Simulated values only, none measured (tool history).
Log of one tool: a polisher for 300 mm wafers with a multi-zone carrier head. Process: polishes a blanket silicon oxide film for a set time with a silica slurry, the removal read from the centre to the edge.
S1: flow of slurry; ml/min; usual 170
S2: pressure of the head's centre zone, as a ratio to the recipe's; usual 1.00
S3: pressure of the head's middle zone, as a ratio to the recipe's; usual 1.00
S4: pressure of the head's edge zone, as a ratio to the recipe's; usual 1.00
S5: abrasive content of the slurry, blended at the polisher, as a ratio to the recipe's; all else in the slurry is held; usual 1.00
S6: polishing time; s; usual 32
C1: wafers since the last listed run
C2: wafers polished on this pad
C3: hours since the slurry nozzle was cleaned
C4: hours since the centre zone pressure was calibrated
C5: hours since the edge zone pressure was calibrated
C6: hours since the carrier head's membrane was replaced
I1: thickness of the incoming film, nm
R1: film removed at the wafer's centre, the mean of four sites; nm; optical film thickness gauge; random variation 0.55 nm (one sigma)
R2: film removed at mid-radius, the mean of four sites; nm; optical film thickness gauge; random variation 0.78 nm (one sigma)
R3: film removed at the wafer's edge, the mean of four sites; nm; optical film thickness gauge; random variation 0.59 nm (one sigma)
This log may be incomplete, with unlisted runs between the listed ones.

| run | hour | S1 | S2 | S3 | S4 | S5 | S6 | C1 | C2 | C3 | C4 | C5 | C6 | I1 | R1 | R2 | R3 |
|---|---|---|---|---|---|---|---|---|---|---|---|---|---|---|---|---|---|
| 1 | 0.0 | 170 | 1.00 | 1.00 | 1.00 | 1.00 | 32 | 0 | 1245 | 356.2 | 123.4 | 548.1 | 26.2 | 1761.3 | 66.0 | 68.8 | 67.0 |
| 2 | 32.5 | 170 | 1.00 | 1.10 | 1.00 | 1.00 | 32 | 396 | 1641 | 388.7 | 155.9 | 580.6 | 58.7 | 1718.2 | 65.5 | 73.6 | 66.8 |
| 3 | 53.5 | 170 | 1.00 | 1.00 | 1.00 | 0.75 | 36 | 256 | 1898 | 409.7 | 176.9 | 601.6 | 79.7 | 1727.5 | 62.5 | 65.2 | 63.7 |
|  | 60.3 | worn pad replaced by a new one |
| 4 | 72.9 | 170 | 1.11 | 1.00 | 1.00 | 1.00 | 32 | 187 | 153 | 429.1 | 196.3 | 621.0 | 99.1 | 1726.4 | 77.6 | 74.3 | 72.4 |
| 5 | 92.4 | 170 | 1.00 | 1.00 | 1.00 | 1.30 | 32 | 238 | 391 | 448.6 | 215.8 | 640.5 | 118.6 | 1752.1 | 78.5 | 81.6 | 80.4 |
| 6 | 116.8 | 170 | 1.06 | 0.95 | 1.00 | 1.25 | 39 | 297 | 689 | 473.0 | 240.2 | 664.9 | 143.0 | 1729.6 | 96.4 | 90.2 | 94.3 |
| 7 | 149.8 | 170 | 1.00 | 1.00 | 1.00 | 1.00 | 32 | 402 | 1091 | 506.0 | 273.2 | 697.9 | 176.0 | 1754.2 | 67.0 | 68.5 | 68.5 |
| 8 | 180.3 | 170 | 1.00 | 1.10 | 1.00 | 1.00 | 32 | 372 | 1464 | 536.5 | 303.7 | 728.4 | 206.5 | 1727.6 | 66.2 | 73.5 | 68.0 |
| 9 | 201.2 | 170 | 0.94 | 1.00 | 1.00 | 1.00 | 32 | 255 | 1719 | 557.4 | 324.6 | 749.3 | 227.4 | 1698.9 | 61.6 | 68.9 | 67.8 |
| 10 | 227.9 | 170 | 1.00 | 1.00 | 1.00 | 1.00 | 32 | 325 | 2045 | 584.1 | 351.3 | 776.0 | 254.1 | 1718.4 | 66.7 | 67.2 | 66.7 |
| 11 | 250.1 | 125 | 1.00 | 1.04 | 1.09 | 1.00 | 32 | 270 | 2316 | 606.3 | 373.5 | 798.2 | 276.3 | 1705.9 | 61.7 | 67.0 | 66.6 |
|  | 264.7 | edge zone pressure recalibrated |
|  | 271.5 | worn pad replaced by a new one |
| 12 | 280.7 | 170 | 1.00 | 1.00 | 0.96 | 1.00 | 29 | 300 | 111 | 636.9 | 404.1 | 16.0 | 306.9 | 1710.1 | 63.8 | 66.6 | 65.6 |
|  | 287.5 | slurry nozzle cleaned |
| 13 | 295.1 | 195 | 0.95 | 1.00 | 1.12 | 1.00 | 32 | 163 | 275 | 7.6 | 418.5 | 30.4 | 321.3 | 1690.4 | 66.6 | 73.2 | 73.8 |
| 14 | 308.3 | 170 | 1.00 | 1.00 | 1.00 | 1.00 | 32 | 161 | 436 | 20.8 | 431.7 | 43.6 | 334.5 | 1702.7 | 67.9 | 70.9 | 69.8 |
| 15 | 329.3 | 170 | 1.00 | 1.08 | 1.00 | 1.00 | 32 | 256 | 692 | 41.8 | 452.7 | 64.6 | 355.5 | 1746.8 | 68.0 | 73.1 | 69.4 |
| 16 | 349.5 | 170 | 1.09 | 0.93 | 1.00 | 0.85 | 32 | 246 | 939 | 62.0 | 472.9 | 84.8 | 375.7 | 1754.2 | 65.5 | 60.4 | 62.8 |
| 17 | 368.1 | 170 | 0.88 | 1.00 | 0.90 | 1.00 | 28 | 227 | 1166 | 80.6 | 491.5 | 103.4 | 394.3 | 1755.9 | 51.9 | 60.6 | 57.3 |
| 18 | 399.2 | 140 | 1.00 | 1.00 | 1.00 | 1.00 | 32 | 379 | 1545 | 111.7 | 522.6 | 134.5 | 425.4 | 1757.3 | 63.9 | 66.3 | 65.1 |
| 19 | 418.4 | 230 | 1.04 | 0.96 | 1.00 | 1.00 | 32 | 234 | 1780 | 130.9 | 541.8 | 153.7 | 444.6 | 1727.7 | 70.7 | 69.4 | 70.1 |
|  | 447.8 | worn pad replaced by a new one |
| 20 | 452.5 | 170 | 1.00 | 1.00 | 1.00 | 1.00 | 32 | 367 | 56 | 165.0 | 575.9 | 187.8 | 478.7 | 1726.4 | 70.4 | 73.0 | 73.0 |
|  | 463.1 | centre zone pressure recalibrated |
| 21 | 488.4 | 170 | 1.00 | 0.92 | 1.11 | 0.85 | 25 | 413 | 470 | 200.9 | 25.3 | 223.7 | 514.6 | 1743.0 | 48.3 | 47.4 | 51.6 |

Predict each of these 5 candidate next runs independently; none follows another, all start after run 21:
| A | 488.8 | 170 | 1.00 | 1.00 | 1.00 | 1.00 | 32 | 4 | 475 | 201.3 | 25.7 | 224.1 | 515.0 | 1696.2 | ? | ? | ? |
| B | 488.8 | 170 | 1.12 | 1.06 | 1.00 | 1.00 | 32 | 4 | 475 | 201.3 | 25.7 | 224.1 | 515.0 | 1696.2 | ? | ? | ? |
| C | 488.8 | 125 | 1.00 | 1.08 | 1.00 | 1.00 | 32 | 4 | 475 | 201.3 | 25.7 | 224.1 | 515.0 | 1696.2 | ? | ? | ? |
| D | 488.8 | 155 | 0.90 | 1.06 | 1.00 | 1.00 | 29 | 4 | 475 | 201.3 | 25.7 | 224.1 | 515.0 | 1696.2 | ? | ? | ? |
| E | 488.8 | 230 | 1.00 | 1.00 | 1.05 | 1.00 | 32 | 4 | 475 | 201.3 | 25.7 | 224.1 | 515.0 | 1696.2 | ? | ? | ? |

| run | R1 | R2 | R3 |
|---|---|---|---|
| A | 68.3 | 70.6 | 70.2 |
| B | 76.6 | 73.9 | 70.1 |
| C | 64.2 | 71.1 | 67.4 |
| D | 54.7 | 66.1 | 62.9 |
| E | 71.6 | 73.6 | 73.3 |
Take away the tool's hidden state, keep each run's random variation, and the runs would have read:
| run | R1 | R2 | R3 |
|---|---|---|---|
| A | 71.7 | 74.1 | 73.6 |
| B | 80.3 | 77.5 | 73.6 |
| C | 67.4 | 74.6 | 70.7 |
| D | 57.4 | 69.3 | 65.9 |
| E | 75.1 | 77.2 | 76.9 |
